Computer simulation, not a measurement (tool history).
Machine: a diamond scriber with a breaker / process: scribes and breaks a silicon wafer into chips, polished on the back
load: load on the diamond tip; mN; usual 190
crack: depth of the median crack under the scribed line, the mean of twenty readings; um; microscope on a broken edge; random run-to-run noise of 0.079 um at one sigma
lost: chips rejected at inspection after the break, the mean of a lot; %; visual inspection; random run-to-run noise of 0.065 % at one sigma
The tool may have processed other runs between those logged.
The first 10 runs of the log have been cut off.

run,day,load,"incoming depth of the damage left on the back of the incoming wafer, um",crack,lost
11,5.112,190,0.05,5.79,4.3
12,5.454,190,0.03,5.91,4.82
# day 5.55: diamond tip replaced by a new one
13,7.042,190,0.03,6.86,1.07
14,7.65,190,0.03,6.71,1.22
# day 8.15: load on the tip recalibrated
15,8.171,177,0.03,6.35,2.64
16,8.442,226,0.02,7.71,1.73
17,8.833,173,0.02,6.14,3.03
18,9.271,205,0.02,6.97,0.97
19,9.596,222,0.02,7.47,1.08
20,10.154,240,0.05,7.84,1.98
21,10.783,140,0.05,4.99,13.07
22,11.358,139,0.05,4.99,12.61
23,11.992,190,0.02,6.34,1.95
24,12.629,230,0.02,7.48,1.23
25,12.95,224,0.05,7.4,0.84
26,13.683,140,0.01,4.78,13.66
27,14.038,140,0.04,4.86,12.79
28,14.592,190,0.03,6.19,2.47
29,15.062,150,0.05,5.07,11.53
30,15.754,242,0.05,7.51,1.23

Alternative continuations, all from the tool just after run 30; predict every row:
A,15.775,190,0.03,?,?
B,15.775,216,0.03,?,?
C,15.775,236,0.03,?,?
D,15.775,212,0.03,?,?
E,15.775,135,0.03,?,?

run,crack,lost
A,6.12,2.58
B,6.79,0.93
C,7.29,0.99
D,6.69,1.04
E,4.53,17.17
With the hidden condition removed and each run's random variation left untouched, the same runs would have given:
run,crack,lost
A,7.01,0.84
B,7.79,1.88
C,8.36,3.73
D,7.67,1.6
E,5.2,8.93
